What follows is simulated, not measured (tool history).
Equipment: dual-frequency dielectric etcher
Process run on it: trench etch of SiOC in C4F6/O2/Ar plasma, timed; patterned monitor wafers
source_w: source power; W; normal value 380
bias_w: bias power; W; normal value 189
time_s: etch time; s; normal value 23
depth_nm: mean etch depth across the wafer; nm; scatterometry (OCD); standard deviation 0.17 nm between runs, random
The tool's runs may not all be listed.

run   hour  source_w  bias_w  time_s  wafers since the last listed run  hours since the last wet clean  hours since the last source power generator calibration  hours since the last bias power generator calibration  hours since the last upper electrode change  hours since the gauge calibration  read-back reference wafer on the same gauge, depth_nm  depth_nm
  1      0       380     189      27                                 0                            81.3                                                   2118.5                                                 4962.6                                         37.6                              498.7                                                  43.62     59.13
  2   22.5       380     189      19                               212                           103.8                                                     2141                                                 4985.1                                         60.1                              521.2                                                  43.57     41.12
  3   40.7       380     189      23                               171                             122                                                   2159.2                                                 5003.3                                         78.3                              539.4                                                  43.54     49.96
  4   60.4       380     189      23                               185                           141.7                                                   2178.9                                                   5023                                           98                              559.1                                                  43.54     49.94
      81.5  -- bias power generator calibrated
      92.8  -- source power generator calibrated
  5   93.3       380     189      23                               235                           174.6                                                      0.5                                                   11.8                                        130.9                                592                                                  43.42     49.88
  6  125.4       380     189      23                               303                           206.7                                                     32.6                                                   43.9                                          163                              624.1                                                   43.4     49.62
  7  149.5       380     202      23                               227                           230.8                                                     56.7                                                     68                                        187.1                              648.2                                                  43.33     51.11
  8  165.7       380     202      23                               152                             247                                                     72.9                                                   84.2                                        203.3                              664.4                                                  43.31     51.51
     168.4  -- gauge calibrated
  9  181.2       320     176      17                               146                           262.5                                                     88.4                                                   99.7                                        218.8                               12.8                                                  44.03     33.72
 10  276.7       380     189      23                               901                             358                                                    183.9                                                  195.2                                        314.3                              108.3                                                  44.01     50.58
 11  303.4       350     228    18.5                               252                           384.7                                                    210.6                                                  221.9                                          341                                135                                                  44.01     43.27
 12  336.5       290     147      29                               312                           417.8                                                    243.7                                                    255                                        374.1                              168.1                                                  43.96     50.22
 13  352.8       420     150    20.5                               153                           434.1                                                      260                                                  271.3                                        390.4                              184.4                                                  43.99     41.56
     389.6  -- wet clean of the chamber
 14  390.1       410     162    16.5                               125                             0.5                                                    297.3                                                  308.6                                        427.7                              221.7                                                  43.96     34.54
 15  393.1       380     189      23                                28                             3.5                                                    300.3                                                  311.6                                        430.7                              224.7                                                  43.91     50.25
 16  417.5       280     189    20.5                               230                            27.9                                                    324.7                                                    336                                        455.1                              249.1                                                  43.94     40.02
 17  432.6       380     189    27.5                               142                              43                                                    339.8                                                  351.1                                        470.2                              264.2                                                   43.9     60.14
 18  468.6       380     189      23                               339                              79                                                    375.8                                                  387.1                                        506.2                              300.2                                                  43.88      50.4
 19    496       380     212      17                               258                           106.4                                                    403.2                                                  414.5                                        533.6                              327.6                                                  43.87     39.53
 20  531.8       460     189    28.5                               337                           142.2                                                      439                                                  450.3                                        569.4                              363.4                                                  43.79     66.99
 21  550.5       460     232      25                               176                           160.9                                                    457.7                                                    469                                        588.1                              382.1                                                  43.78     64.79
 22  567.2       440     175      29                               157                           177.6                                                    474.4                                                  485.7                                        604.8                              398.8                                                  43.78     64.36
 23  597.6       340     189    26.5                               287                             208                                                    504.8                                                  516.1                                        635.2                              429.2                                                  43.72     55.19
 24  615.9       380     189      23                               172                           226.3                                                    523.1                                                  534.4                                        653.5                              447.5                                                  43.72     50.18
 25  636.1       380     229      17                               190                           246.5                                                    543.3                                                  554.6                                        673.7                              467.7                                                   43.7     40.64
 26  664.5       380     189      23                               268                           274.9                                                    571.7                                                    583                                        702.1                              496.1                                                  43.61     50.13
 27  684.4       350     189      23                               187                           294.8                                                    591.6                                                  602.9                                          722                                516                                                  43.58     48.19
 28  708.5       320     227      17                               227                           318.9                                                    615.7                                                    627                                        746.1                              540.1                                                  43.56     38.03
 29  740.3       380     189      23                               300                           350.7                                                    647.5                                                  658.8                                        777.9                              571.9                                                  43.49      50.2
 30  828.2       430     160      25                               829                           438.6                                                    735.4                                                  746.7                                        865.8                              659.8                                                  43.35     51.66

Measured result minus the same run's result without the hidden state. Both carry the same run-to-run variation, though not necessarily the same gauge scatter:
Hidden state at play: etch rate over this chamber's usual, %; source power that arrives over what is set, %; bias power that arrives over what is set, %; gauge reads high (%).
run  depth_nm
  1     -0.67
  2      -0.5
  3     -0.65
  4     -0.69
  5     -0.77
  6     -0.84
  7     -0.92
  8     -0.97
  9     -0.05
 10     -0.11
 11      -0.1
 12     -0.14
 13     -0.12
 14     -0.11
 15     -0.18
 16     -0.16
 17     -0.25
 18     -0.25
 19     -0.22
 20     -0.44
 21     -0.46
 22     -0.49
 23     -0.47
 24     -0.45
 25      -0.4
 26     -0.55
 27     -0.57
 28     -0.48
 29      -0.7
 30     -0.94
